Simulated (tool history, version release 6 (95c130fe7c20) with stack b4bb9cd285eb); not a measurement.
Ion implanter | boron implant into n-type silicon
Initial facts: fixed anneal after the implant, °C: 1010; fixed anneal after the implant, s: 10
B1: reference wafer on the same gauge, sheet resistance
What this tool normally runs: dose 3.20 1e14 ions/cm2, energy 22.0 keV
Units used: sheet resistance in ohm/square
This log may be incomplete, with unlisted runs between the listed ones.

run 1 hour=0.0 | dose=3.20 energy=22.0 | B1=222.10 | sheet_resistance=255.52
run 2 hour=56.7 | dose=3.93 energy=20.5 | B1=221.94 | sheet_resistance=219.69
run 3 hour=115.7 | dose=3.93 energy=20.5 | B1=221.90 | sheet_resistance=218.84
run 4 hour=168.3 | dose=3.93 energy=20.5 | B1=222.04 | sheet_resistance=217.07
run 5 hour=230.7 | dose=3.20 energy=22.0 | B1=221.98 | sheet_resistance=254.54
run 6 hour=281.3 | dose=3.20 energy=22.0 | B1=221.95 | sheet_resistance=253.42
run 7 hour=318.1 | dose=3.20 energy=22.0 | B1=222.31 | sheet_resistance=253.88
-- hour=335.0 Faraday cup replaced and dose calibrated
run 8 hour=377.6 | dose=3.20 energy=22.0 | B1=221.82 | sheet_resistance=261.20
run 9 hour=421.8 | dose=3.52 energy=15.5 | B1=222.13 | sheet_resistance=250.14
run 10 hour=458.3 | dose=4.11 energy=15.5 | B1=221.68 | sheet_resistance=221.73
run 11 hour=484.4 | dose=3.86 energy=24.5 | B1=222.03 | sheet_resistance=221.44
-- hour=508.6 gauge calibrated
run 12 hour=522.7 | dose=3.20 energy=22.0 | B1=221.99 | sheet_resistance=260.53
run 13 hour=550.3 | dose=2.73 energy=22.0 | B1=222.04 | sheet_resistance=296.50
-- hour=566.6 extraction supply calibrated
run 14 hour=575.0 | dose=3.20 energy=22.0 | B1=222.13 | sheet_resistance=259.19
run 15 hour=618.8 | dose=4.15 energy=28.0 | B1=222.15 | sheet_resistance=207.10
run 16 hour=683.2 | dose=4.13 energy=27.5 | B1=222.20 | sheet_resistance=208.33
run 17 hour=736.4 | dose=3.20 energy=22.0 | B1=221.66 | sheet_resistance=259.97

Pick out some run-to-run changes in sheet resistance. Of each, how much would a tool without hidden state show as well, from the settings, what came in and chance, and how much is left for the hidden state and any gauge scatter not in both results compared?
Unlogged tool condition in this case: deviation of the true dose from the Faraday cup's reading, %; deviation of the true energy from its setpoint, %; gauge reads high (%).
Run 7 -> 8: Faraday cup replaced and dose calibrated. sheet resistance +7.32 ohm/square: hidden state +7.33, all else -0.01.
Run 14 -> 15: dose 3.20 -> 4.15, energy 22.0 -> 28.0. sheet resistance -52.09 ohm/square: hidden state -0.05, all else -52.04.
